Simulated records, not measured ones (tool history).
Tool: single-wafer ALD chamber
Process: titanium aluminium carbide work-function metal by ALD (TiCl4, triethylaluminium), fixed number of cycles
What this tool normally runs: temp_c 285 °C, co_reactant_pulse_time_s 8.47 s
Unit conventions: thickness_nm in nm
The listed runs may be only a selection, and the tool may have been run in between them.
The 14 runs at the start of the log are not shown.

run,day,temp_c,co_reactant_pulse_time_s,wafers since the last listed run,hours since the last thermocouple change,hours since the last triethylaluminium bottle change,hours since the showerhead was replaced,hours since the gauge calibration,"read-back reference wafer on the same gauge, thickness_nm",thickness_nm
15,26.783,285,8.47,755,158.6,215.8,4582.9,929.3,1.990,2.057
# day 29.271: gauge calibrated
16,29.475,295,8.47,777,223.2,280.4,4647.5,4.9,1.990,2.131
17,31.979,285,8.47,723,283.3,340.5,4707.6,65.0,1.991,2.060
18,33.967,285,10.90,573,331.0,388.2,4755.3,112.7,1.988,2.156
19,35.904,285,10.59,559,377.5,434.7,4801.8,159.2,1.992,2.144
20,38.517,274,10.75,754,440.2,497.4,4864.5,221.9,1.988,2.053
21,41.217,293,10.55,779,505.0,562.2,4929.3,286.7,1.989,2.227
# day 43.025: showerhead replaced
22,43.579,298,11.58,586,561.7,618.9,13.3,343.4,1.991,2.269
23,45.321,276,8.47,502,603.5,660.7,55.1,385.2,1.992,1.991
24,47.742,300,10.56,699,661.6,718.8,113.2,443.3,1.989,2.287
25,51.225,274,6.89,1005,745.2,802.4,196.8,526.9,1.990,1.829

Run 26 is up next; what results do you expect?
26,57.612,292,8.47,1844,898.5,955.7,350.1,680.2,?,?

read-back reference wafer on the same gauge, thickness_nm: 1.990
thickness_nm: 2.159 nm
If the tool had no hidden condition, the same run with the same run-to-run variation would have returned thickness_nm 2.133 nm.
